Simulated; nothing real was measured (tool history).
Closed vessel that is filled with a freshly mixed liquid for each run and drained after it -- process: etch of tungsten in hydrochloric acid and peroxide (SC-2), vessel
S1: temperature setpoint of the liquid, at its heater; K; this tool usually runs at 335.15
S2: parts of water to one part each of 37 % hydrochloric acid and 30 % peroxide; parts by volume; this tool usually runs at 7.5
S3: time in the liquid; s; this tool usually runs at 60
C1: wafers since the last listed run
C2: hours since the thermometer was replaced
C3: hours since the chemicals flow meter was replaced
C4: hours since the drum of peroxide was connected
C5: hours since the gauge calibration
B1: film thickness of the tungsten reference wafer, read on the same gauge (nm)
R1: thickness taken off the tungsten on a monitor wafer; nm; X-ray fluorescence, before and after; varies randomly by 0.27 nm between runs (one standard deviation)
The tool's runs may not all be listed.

| run | hour | S1 | S2 | S3 | C1 | C2 | C3 | C4 | C5 | B1 | R1 |
|---|---|---|---|---|---|---|---|---|---|---|---|
| 1 | 0.0 | 335.15 | 7.5 | 60 | 0 | 929.2 | 962.3 | 382.4 | 149.3 | 119.98 | 40.87 |
|  | 11.1 | thermometer replaced |
|  | 122.3 | new drum of peroxide connected |
| 2 | 210.9 | 335.15 | 7.5 | 60 | 18477 | 199.8 | 1173.2 | 88.6 | 360.2 | 119.99 | 40.26 |
| 3 | 290.5 | 335.15 | 7.5 | 60 | 7040 | 279.4 | 1252.8 | 168.2 | 439.8 | 120.04 | 41.32 |
| 4 | 345.9 | 335.15 | 8.5 | 60 | 4900 | 334.8 | 1308.2 | 223.6 | 495.2 | 119.98 | 37.38 |
| 5 | 392.8 | 335.15 | 8.5 | 60 | 4148 | 381.7 | 1355.1 | 270.5 | 542.1 | 119.98 | 36.75 |
| 6 | 461.4 | 335.15 | 8.5 | 60 | 6067 | 450.3 | 1423.7 | 339.1 | 610.7 | 119.99 | 36.64 |
| 7 | 506.1 | 335.15 | 7.5 | 60 | 3953 | 495.0 | 1468.4 | 383.8 | 655.4 | 120.03 | 41.00 |
| 8 | 545.3 | 335.15 | 7.5 | 60 | 3467 | 534.2 | 1507.6 | 423.0 | 694.6 | 119.99 | 40.52 |
|  | 592.7 | new drum of peroxide connected |
| 9 | 601.3 | 333.15 | 7.5 | 60 | 4864 | 590.2 | 1563.6 | 8.6 | 750.6 | 119.96 | 36.03 |
|  | 642.7 | gauge calibrated |
| 10 | 654.3 | 333.15 | 7.5 | 60 | 4687 | 643.2 | 1616.6 | 61.6 | 11.6 | 119.98 | 35.99 |
| 11 | 715.0 | 333.15 | 7.5 | 60 | 5368 | 703.9 | 1677.3 | 122.3 | 72.3 | 119.99 | 35.82 |
| 12 | 765.4 | 333.15 | 7.5 | 60 | 4457 | 754.3 | 1727.7 | 172.7 | 122.7 | 119.98 | 35.68 |
| 13 | 829.4 | 335.15 | 7.5 | 90 | 5660 | 818.3 | 1791.7 | 236.7 | 186.7 | 120.02 | 61.27 |
|  | 866.4 | chemicals flow meter replaced |
| 14 | 867.2 | 335.15 | 5.5 | 60 | 3254 | 856.1 | 0.8 | 274.5 | 224.5 | 119.99 | 51.47 |
| 15 | 901.0 | 333.15 | 7.5 | 60 | 2989 | 889.9 | 34.6 | 308.3 | 258.3 | 120.02 | 35.73 |
| 16 | 964.1 | 327.15 | 4.0 | 40 | 5581 | 953.0 | 97.7 | 371.4 | 321.4 | 120.04 | 25.89 |
|  | 992.1 | thermometer replaced |
| 17 | 993.3 | 335.15 | 5.0 | 30 | 2494 | 1.2 | 126.9 | 400.6 | 350.6 | 119.99 | 28.04 |
|  | 1009.4 | new drum of peroxide connected |
| 18 | 1047.2 | 335.15 | 4.0 | 80 | 4679 | 55.1 | 180.8 | 37.8 | 404.5 | 120.06 | 85.17 |
| 19 | 1112.2 | 342.15 | 6.5 | 45 | 5749 | 120.1 | 245.8 | 102.8 | 469.5 | 119.96 | 51.74 |
| 20 | 1145.1 | 335.15 | 7.5 | 60 | 2910 | 153.0 | 278.7 | 135.7 | 502.4 | 120.04 | 40.71 |
| 21 | 1219.3 | 328.65 | 7.5 | 60 | 6563 | 227.2 | 352.9 | 209.9 | 576.6 | 120.02 | 26.75 |
| 22 | 1271.8 | 344.65 | 7.5 | 40 | 4643 | 279.7 | 405.4 | 262.4 | 629.1 | 120.01 | 47.84 |

Each row is a separate what-if for the run after 22, all from the same tool condition, not one after another. Results?
| A | 1272.5 | 326.15 | 7.5 | 60 | 61 | 280.4 | 406.1 | 263.1 | 629.8 | ? | ? |
| B | 1272.5 | 340.15 | 11.5 | 80 | 61 | 280.4 | 406.1 | 263.1 | 629.8 | ? | ? |
| C | 1272.5 | 328.65 | 6.5 | 45 | 61 | 280.4 | 406.1 | 263.1 | 629.8 | ? | ? |
| D | 1272.5 | 338.65 | 4.5 | 90 | 61 | 280.4 | 406.1 | 263.1 | 629.8 | ? | ? |

| run | B1 | R1 |
|---|---|---|
| A | 119.98 | 22.94 |
| B | 119.98 | 51.83 |
| C | 119.98 | 22.62 |
| D | 119.98 | 110.61 |
Without the tool's hidden state the same runs would have given:
| run | R1 |
|---|---|
| A | 22.94 |
| B | 51.83 |
| C | 22.62 |
| D | 110.61 |

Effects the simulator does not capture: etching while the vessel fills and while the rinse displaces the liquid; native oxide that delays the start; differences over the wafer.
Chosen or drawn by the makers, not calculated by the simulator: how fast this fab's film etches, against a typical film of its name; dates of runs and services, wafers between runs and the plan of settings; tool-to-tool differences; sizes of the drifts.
